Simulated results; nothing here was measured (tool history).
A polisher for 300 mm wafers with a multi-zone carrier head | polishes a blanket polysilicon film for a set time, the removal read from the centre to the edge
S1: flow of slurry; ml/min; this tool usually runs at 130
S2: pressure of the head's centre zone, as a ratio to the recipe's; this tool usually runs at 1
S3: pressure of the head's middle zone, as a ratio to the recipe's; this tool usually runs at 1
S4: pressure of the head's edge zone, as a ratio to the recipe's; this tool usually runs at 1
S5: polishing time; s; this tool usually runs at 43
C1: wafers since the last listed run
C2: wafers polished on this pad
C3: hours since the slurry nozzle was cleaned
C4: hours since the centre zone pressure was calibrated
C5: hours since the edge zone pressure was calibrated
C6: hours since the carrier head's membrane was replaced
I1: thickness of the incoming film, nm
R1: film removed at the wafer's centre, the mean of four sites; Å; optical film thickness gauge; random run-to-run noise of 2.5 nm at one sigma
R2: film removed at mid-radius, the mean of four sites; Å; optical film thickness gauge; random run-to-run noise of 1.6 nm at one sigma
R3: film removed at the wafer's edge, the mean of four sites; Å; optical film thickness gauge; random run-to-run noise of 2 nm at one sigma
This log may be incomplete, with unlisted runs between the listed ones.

run   hour   S1    S2    S3    S4  S5    C1    C2     C3     C4     C5      C6      I1    R1    R2    R3
  1      0  130     1     1     1  43     0   649  167.3  194.2    379   932.3  2402.4  2481  2483  2495
  2   44.5  130     1     1     1  43   683  1333  211.8  238.7  423.5   976.8  2378.1  2425  2455  2482
  3   71.4  130     1     1     1  43   413  1746  238.7  265.6  450.4  1003.7  2386.6  2395  2425  2524
       102  -- worn pad replaced by a new one
  4  136.2  130     1     1  0.97  43   933   525  303.5  330.4  515.2  1068.5    2399  2319  2442  2418
  5    162  130     1     1  0.97  43   396   921  329.3  356.2    541  1094.3  2343.7  2342  2406  2410
  6  258.4  130     1     1  0.97  43  1480  2402  425.7  452.6  637.4  1190.7  2372.4  2312  2370  2400
     274.2  -- worn pad replaced by a new one
     278.3  -- carrier head's membrane replaced by a new one
     283.4  -- centre zone pressure recalibrated
  7  299.5  130     1     1     1  43   475   294  466.8   16.1  678.5    21.2    2383  2263  2325  2384
  8  342.6  130  1.07     1     1  43   662   956  509.9   59.2  721.6    64.3  2374.2  2360  2308  2379
     365.1  -- slurry nozzle cleaned
  9  377.4  130     1  1.03     1  43   519  1475   12.3     94  756.4    99.1  2352.8  2415  2535  2503
     421.2  -- worn pad replaced by a new one
 10  433.4  130  1.03     1  0.93  43   798   187   68.3    150  812.4   155.1  2426.4  2536  2476  2442
 11  462.6  110     1     1  1.06  43   448   636   97.5  179.2  841.6   184.3  2430.6  2351  2412  2585
 12    494   95  1.05     1     1  43   482  1118  128.9  210.6    873   215.7  2406.4  2422  2367  2471
 13  550.3  130     1     1     1  43   864  1983  185.2  266.9  929.3     272  2424.5  2417  2460  2490
     587.6  -- worn pad replaced by a new one
     606.4  -- edge zone pressure recalibrated
 14  625.6  130  0.89  0.92     1  43  1064   553  260.5  342.2   19.2   347.3  2346.4  2141  2293  2465
 15  674.1  130     1     1     1  43   744  1298    309  390.7   67.7   395.8  2377.5  2364  2425  2495
 16  719.5  130     1     1     1  54   697  1995  354.4  436.1  113.1   441.2  2424.3  2969  3006  3075
     728.4  -- worn pad replaced by a new one
 17  774.8  130  1.08  0.91  0.97  33   787   713  409.7  491.4  168.4   496.5  2400.7  1906  1691  1832

For each entry between runs, how does the tool's hidden state at the last listed run before it compare with that at the first listed run after it?
From run 3 to run 4: worn pad replaced by a new one (hour 102)
  slurry flow missing at the pad, %: 11.9 -> 17.8
  measured less the result without the state, R1: -47 -> -70 Å; R2: -41 -> -65 Å; R3: -30 -> -45 Å
From run 6 to run 7: worn pad replaced by a new one (hour 274.2); carrier head's membrane replaced by a new one (hour 278.3); centre zone pressure recalibrated (hour 283.4)
  slurry flow missing at the pad, %: 32.7 -> 38.8
  measured less the result without the state, R1: -145 -> -177 Å; R2: -129 -> -158 Å; R3: -90 -> -111 Å
From run 8 to run 9: slurry nozzle cleaned (hour 365.1)
  slurry flow missing at the pad, %: 45.8 -> 1.41
  measured less the result without the state, R1: -233 -> -5 Å; R2: -197 -> -5 Å; R3: -139 -> -3 Å
From run 9 to run 10: worn pad replaced by a new one (hour 421.2)
  slurry flow missing at the pad, %: 1.41 -> 2.16
  measured less the result without the state, R1: -5 -> -8 Å; R2: -5 -> -7 Å; R3: -3 -> -5 Å
From run 13 to run 14: worn pad replaced by a new one (hour 587.6); edge zone pressure recalibrated (hour 606.4)
  slurry flow missing at the pad, %: 7.1 -> 12.7
  measured less the result without the state, R1: -26 -> -44 Å; R2: -24 -> -41 Å; R3: -17 -> -32 Å
From run 16 to run 17: worn pad replaced by a new one (hour 728.4)
  slurry flow missing at the pad, %: 22.3 -> 29.4
  measured less the result without the state, R1: -116 -> -104 Å; R2: -103 -> -80 Å; R3: -73 -> -61 Å
